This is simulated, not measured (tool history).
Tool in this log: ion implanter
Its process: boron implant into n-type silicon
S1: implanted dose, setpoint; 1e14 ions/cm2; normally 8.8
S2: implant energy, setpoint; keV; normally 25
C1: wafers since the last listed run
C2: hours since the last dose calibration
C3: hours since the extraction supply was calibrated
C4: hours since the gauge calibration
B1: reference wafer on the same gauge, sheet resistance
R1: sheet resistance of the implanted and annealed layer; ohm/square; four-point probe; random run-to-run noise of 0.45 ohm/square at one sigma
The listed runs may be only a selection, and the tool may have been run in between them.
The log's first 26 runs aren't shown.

run 27 day=12.758 | S1=8.8 S2=25 | C1=182 C2=37.9 C3=66.5 C4=29.6 | B1=112.06 | R1=136.99
run 28 day=13.038 | S1=8.8 S2=29 | C1=112 C2=44.6 C3=73.2 C4=36.3 | B1=111.89 | R1=135.2
-- day=13.404 Faraday cup replaced and dose calibrated, repeated, since the last time left the tool worse
run 29 day=13.558 | S1=11.39 S2=25 | C1=75 C2=3.7 C3=85.7 C4=48.8 | B1=111.95 | R1=103.52
run 30 day=14.958 | S1=8.12 S2=25 | C1=566 C2=37.3 C3=119.3 C4=82.4 | B1=112.01 | R1=138.04
run 31 day=16.146 | S1=10.52 S2=33.5 | C1=480 C2=65.8 C3=147.8 C4=110.9 | B1=112.01 | R1=108.94
run 32 day=16.4 | S1=7.8 S2=31 | C1=102 C2=71.9 C3=153.9 C4=117 | B1=111.78 | R1=141.04
run 33 day=17.012 | S1=6.19 S2=29.5 | C1=247 C2=86.6 C3=168.6 C4=131.7 | B1=111.96 | R1=171.27
run 34 day=17.638 | S1=8.8 S2=25 | C1=252 C2=101.6 C3=183.6 C4=146.7 | B1=111.94 | R1=128.86
run 35 day=18.262 | S1=6.59 S2=25 | C1=252 C2=116.6 C3=198.6 C4=161.7 | B1=111.94 | R1=166.19

4 ways to go on from here, each from the tool as it stands after run 35. What would each give?
run A day=18.279 | S1=10.53 S2=25 | C1=6 C2=117 C3=199 C4=162.1 | B1=? | R1=?
run B day=18.279 | S1=10.16 S2=17 | C1=6 C2=117 C3=199 C4=162.1 | B1=? | R1=?
run C day=18.279 | S1=6.75 S2=19 | C1=6 C2=117 C3=199 C4=162.1 | B1=? | R1=?
run D day=18.279 | S1=6.73 S2=33 | C1=6 C2=117 C3=199 C4=162.1 | B1=? | R1=?

run=A B1=112.25 R1=111.38
run=B B1=112.25 R1=118.66
run=C B1=112.25 R1=167.48
run=D B1=112.25 R1=158.65
Had the tool no hidden state, the same runs would have come out as:
run=A R1=111.4
run=B R1=118.67
run=C R1=167.5
run=D R1=158.66
